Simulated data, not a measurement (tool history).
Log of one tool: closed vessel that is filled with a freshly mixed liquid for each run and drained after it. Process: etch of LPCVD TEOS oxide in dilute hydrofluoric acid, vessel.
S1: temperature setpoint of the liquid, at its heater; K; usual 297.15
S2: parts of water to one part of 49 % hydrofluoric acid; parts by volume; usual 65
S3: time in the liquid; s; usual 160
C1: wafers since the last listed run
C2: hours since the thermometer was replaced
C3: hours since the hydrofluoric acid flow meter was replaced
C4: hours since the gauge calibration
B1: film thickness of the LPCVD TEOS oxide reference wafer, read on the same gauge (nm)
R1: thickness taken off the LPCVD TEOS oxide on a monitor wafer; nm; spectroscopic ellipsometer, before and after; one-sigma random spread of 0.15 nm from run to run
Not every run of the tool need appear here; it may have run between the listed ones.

{"run": 1, "hour": 0.0, "S1": 297.15, "S2": 65, "S3": 160, "C1": 0, "C2": 1343.0, "C3": 126.9, "C4": 63.0, "B1": 69.98, "R1": 43.97}
{"run": 2, "hour": 84.3, "S1": 297.15, "S2": 65, "S3": 160, "C1": 5489, "C2": 1427.3, "C3": 211.2, "C4": 147.3, "B1": 69.99, "R1": 44.35}
{"run": 3, "hour": 147.1, "S1": 297.15, "S2": 65, "S3": 160, "C1": 4089, "C2": 1490.1, "C3": 274.0, "C4": 210.1, "B1": 70.01, "R1": 44.36}
{"run": 4, "hour": 164.6, "S1": 297.15, "S2": 65, "S3": 160, "C1": 1139, "C2": 1507.6, "C3": 291.5, "C4": 227.6, "B1": 70.01, "R1": 44.06}
{"run": 5, "hour": 187.4, "S1": 297.15, "S2": 65, "S3": 160, "C1": 1484, "C2": 1530.4, "C3": 314.3, "C4": 250.4, "B1": 70.0, "R1": 44.69}
{"run": 6, "hour": 214.8, "S1": 298.65, "S2": 85, "S3": 160, "C1": 1784, "C2": 1557.8, "C3": 341.7, "C4": 277.8, "B1": 69.99, "R1": 35.22}
{"run": 7, "hour": 233.9, "S1": 298.65, "S2": 85, "S3": 160, "C1": 1243, "C2": 1576.9, "C3": 360.8, "C4": 296.9, "B1": 70.01, "R1": 35.09}
{"run": 8, "hour": 256.4, "S1": 295.15, "S2": 65, "S3": 200, "C1": 1465, "C2": 1599.4, "C3": 383.3, "C4": 319.4, "B1": 70.01, "R1": 51.16}
{"run": 9, "hour": 269.5, "S1": 297.15, "S2": 65, "S3": 230, "C1": 853, "C2": 1612.5, "C3": 396.4, "C4": 332.5, "B1": 69.98, "R1": 63.86}
{"run": 10, "hour": 298.2, "S1": 300.65, "S2": 50, "S3": 85, "C1": 1868, "C2": 1641.2, "C3": 425.1, "C4": 361.2, "B1": 70.02, "R1": 36.34}
{"run": 11, "hour": 320.7, "S1": 295.65, "S2": 65, "S3": 160, "C1": 1465, "C2": 1663.7, "C3": 447.6, "C4": 383.7, "B1": 69.98, "R1": 42.07}
{"hour": 323.5, "done": "thermometer replaced"}
{"hour": 330.5, "done": "gauge calibrated"}
{"run": 12, "hour": 347.6, "S1": 301.65, "S2": 65, "S3": 160, "C1": 1686, "C2": 24.1, "C3": 474.5, "C4": 17.1, "B1": 70.01, "R1": 53.57}
{"hour": 368.3, "done": "hydrofluoric acid flow meter replaced"}
{"run": 13, "hour": 368.8, "S1": 297.15, "S2": 45, "S3": 160, "C1": 1315, "C2": 45.3, "C3": 0.5, "C4": 38.3, "B1": 69.98, "R1": 64.67}
{"run": 14, "hour": 393.7, "S1": 293.15, "S2": 85, "S3": 205, "C1": 1621, "C2": 70.2, "C3": 25.4, "C4": 63.2, "B1": 70.0, "R1": 35.36}
{"run": 15, "hour": 420.6, "S1": 297.15, "S2": 65, "S3": 160, "C1": 1751, "C2": 97.1, "C3": 52.3, "C4": 90.1, "B1": 69.99, "R1": 43.62}
{"run": 16, "hour": 449.6, "S1": 297.15, "S2": 65, "S3": 230, "C1": 1888, "C2": 126.1, "C3": 81.3, "C4": 119.1, "B1": 70.01, "R1": 62.84}
{"run": 17, "hour": 467.0, "S1": 298.65, "S2": 85, "S3": 160, "C1": 1133, "C2": 143.5, "C3": 98.7, "C4": 136.5, "B1": 70.01, "R1": 34.66}

Predict each of these 4 candidate next runs independently; none follows another, all start after run 17:
{"run": "A", "hour": 467.7, "S1": 297.15, "S2": 85, "S3": 160, "C1": 45, "C2": 144.2, "C3": 99.4, "C4": 137.2, "B1": "?", "R1": "?"}
{"run": "B", "hour": 467.7, "S1": 301.15, "S2": 90, "S3": 110, "C1": 45, "C2": 144.2, "C3": 99.4, "C4": 137.2, "B1": "?", "R1": "?"}
{"run": "C", "hour": 467.7, "S1": 294.15, "S2": 65, "S3": 135, "C1": 45, "C2": 144.2, "C3": 99.4, "C4": 137.2, "B1": "?", "R1": "?"}
{"run": "D", "hour": 467.7, "S1": 297.15, "S2": 75, "S3": 160, "C1": 45, "C2": 144.2, "C3": 99.4, "C4": 137.2, "B1": "?", "R1": "?"}

run=A B1=70.01 R1=32.53
run=B B1=70.01 R1=24.56
run=C B1=70.01 R1=32.54
run=D B1=70.01 R1=37.34
What these runs would have given with no unlogged condition in the tool:
run=A R1=32.31
run=B R1=24.39
run=C R1=32.32
run=D R1=37.08
